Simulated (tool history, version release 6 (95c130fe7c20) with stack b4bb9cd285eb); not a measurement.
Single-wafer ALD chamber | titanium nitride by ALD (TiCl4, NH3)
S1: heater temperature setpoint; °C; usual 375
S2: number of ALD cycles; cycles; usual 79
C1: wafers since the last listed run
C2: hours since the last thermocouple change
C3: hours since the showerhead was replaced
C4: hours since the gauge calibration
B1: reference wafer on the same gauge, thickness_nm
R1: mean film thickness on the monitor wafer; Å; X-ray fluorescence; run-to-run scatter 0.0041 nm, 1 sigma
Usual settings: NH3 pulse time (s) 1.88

run 1 hour=0.0 | S1=375 S2=79 NH3_pulse_time_(s)=1.88 | C1=0 C2=999.6 C3=3394.8 C4=521.5 | B1=1.720 | R1=17.07
run 2 hour=35.5 | S1=375 S2=79 NH3_pulse_time_(s)=1.88 | C1=81 C2=1035.1 C3=3430.3 C4=557.0 | B1=1.720 | R1=17.17
run 3 hour=72.9 | S1=375 S2=79 NH3_pulse_time_(s)=1.88 | C1=86 C2=1072.5 C3=3467.7 C4=594.4 | B1=1.723 | R1=17.11
run 4 hour=126.8 | S1=375 S2=79 NH3_pulse_time_(s)=1.88 | C1=124 C2=1126.4 C3=3521.6 C4=648.3 | B1=1.727 | R1=17.07
run 5 hour=175.0 | S1=385 S2=84 NH3_pulse_time_(s)=1.88 | C1=111 C2=1174.6 C3=3569.8 C4=696.5 | B1=1.728 | R1=18.40
-- hour=186.9 gauge calibrated
run 6 hour=238.5 | S1=375 S2=79 NH3_pulse_time_(s)=1.88 | C1=146 C2=1238.1 C3=3633.3 C4=51.6 | B1=1.711 | R1=17.02
run 7 hour=307.8 | S1=375 S2=79 NH3_pulse_time_(s)=1.88 | C1=160 C2=1307.4 C3=3702.6 C4=120.9 | B1=1.712 | R1=16.99
run 8 hour=366.1 | S1=375 S2=79 NH3_pulse_time_(s)=1.88 | C1=134 C2=1365.7 C3=3760.9 C4=179.2 | B1=1.712 | R1=17.10
run 9 hour=395.8 | S1=384 S2=79 NH3_pulse_time_(s)=1.71 | C1=68 C2=1395.4 C3=3790.6 C4=208.9 | B1=1.713 | R1=17.08
run 10 hour=462.6 | S1=384 S2=79 NH3_pulse_time_(s)=1.71 | C1=154 C2=1462.2 C3=3857.4 C4=275.7 | B1=1.713 | R1=17.06
run 11 hour=506.8 | S1=384 S2=79 NH3_pulse_time_(s)=1.71 | C1=102 C2=1506.4 C3=3901.6 C4=319.9 | B1=1.716 | R1=17.04
run 12 hour=553.7 | S1=375 S2=79 NH3_pulse_time_(s)=1.88 | C1=108 C2=1553.3 C3=3948.5 C4=366.8 | B1=1.717 | R1=17.11
run 13 hour=592.2 | S1=363 S2=75 NH3_pulse_time_(s)=2.52 | C1=88 C2=1591.8 C3=3987.0 C4=405.3 | B1=1.718 | R1=16.29
-- hour=622.5 showerhead replaced
run 14 hour=646.5 | S1=375 S2=85 NH3_pulse_time_(s)=2.25 | C1=106 C2=1646.1 C3=24.0 C4=459.6 | B1=1.720 | R1=18.63
run 15 hour=679.2 | S1=375 S2=79 NH3_pulse_time_(s)=1.88 | C1=75 C2=1678.8 C3=56.7 C4=492.3 | B1=1.721 | R1=17.12
run 16 hour=710.5 | S1=388 S2=90 NH3_pulse_time_(s)=1.88 | C1=72 C2=1710.1 C3=88.0 C4=523.6 | B1=1.722 | R1=19.69
run 17 hour=757.2 | S1=366 S2=79 NH3_pulse_time_(s)=1.13 | C1=107 C2=1756.8 C3=134.7 C4=570.3 | B1=1.726 | R1=15.93
-- hour=789.4 thermocouple changed; heater temperature recalibrated
run 18 hour=799.4 | S1=362 S2=79 NH3_pulse_time_(s)=1.88 | C1=78 C2=10.0 C3=176.9 C4=612.5 | B1=1.729 | R1=16.77
-- hour=843.1 gauge calibrated
run 19 hour=856.7 | S1=360 S2=75 NH3_pulse_time_(s)=2.43 | C1=132 C2=67.3 C3=234.2 C4=13.6 | B1=1.708 | R1=16.14
run 20 hour=887.6 | S1=375 S2=65 NH3_pulse_time_(s)=1.88 | C1=71 C2=98.2 C3=265.1 C4=44.5 | B1=1.708 | R1=13.94
run 21 hour=952.0 | S1=375 S2=79 NH3_pulse_time_(s)=1.88 | C1=148 C2=162.6 C3=329.5 C4=108.9 | B1=1.708 | R1=16.98
run 22 hour=1006.8 | S1=375 S2=84 NH3_pulse_time_(s)=1.52 | C1=126 C2=217.4 C3=384.3 C4=163.7 | B1=1.708 | R1=17.81
run 23 hour=1053.9 | S1=375 S2=79 NH3_pulse_time_(s)=1.88 | C1=108 C2=264.5 C3=431.4 C4=210.8 | B1=1.708 | R1=17.07
run 24 hour=1116.0 | S1=366 S2=79 NH3_pulse_time_(s)=1.88 | C1=143 C2=326.6 C3=493.5 C4=272.9 | B1=1.710 | R1=16.73
run 25 hour=1145.3 | S1=365 S2=79 NH3_pulse_time_(s)=1.67 | C1=67 C2=355.9 C3=522.8 C4=302.2 | B1=1.710 | R1=16.61

Hidden condition of the tool, last listed run before each entry between runs versus first listed run after:
After run 5, before run 6: gauge calibrated (hour 186.9)
  gauge reads high (%): 1.09 -> 0.0459
  measured value less the no-hidden-state value, R1: +0.19 -> +0.00 Å
After run 13, before run 14: showerhead replaced (hour 622.5)
  gauge reads high (%): 0.47 -> 0.594
  measured value less the no-hidden-state value, R1: +0.07 -> +0.11 Å
After run 17, before run 18: thermocouple changed; heater temperature recalibrated (hour 789.4)
  gauge reads high (%): 0.893 -> 1.02
  measured value less the no-hidden-state value, R1: +0.14 -> +0.17 Å
After run 18, before run 19: gauge calibrated (hour 843.1)
  gauge reads high (%): 1.02 -> -0.152
  measured value less the no-hidden-state value, R1: +0.17 -> -0.02 Å
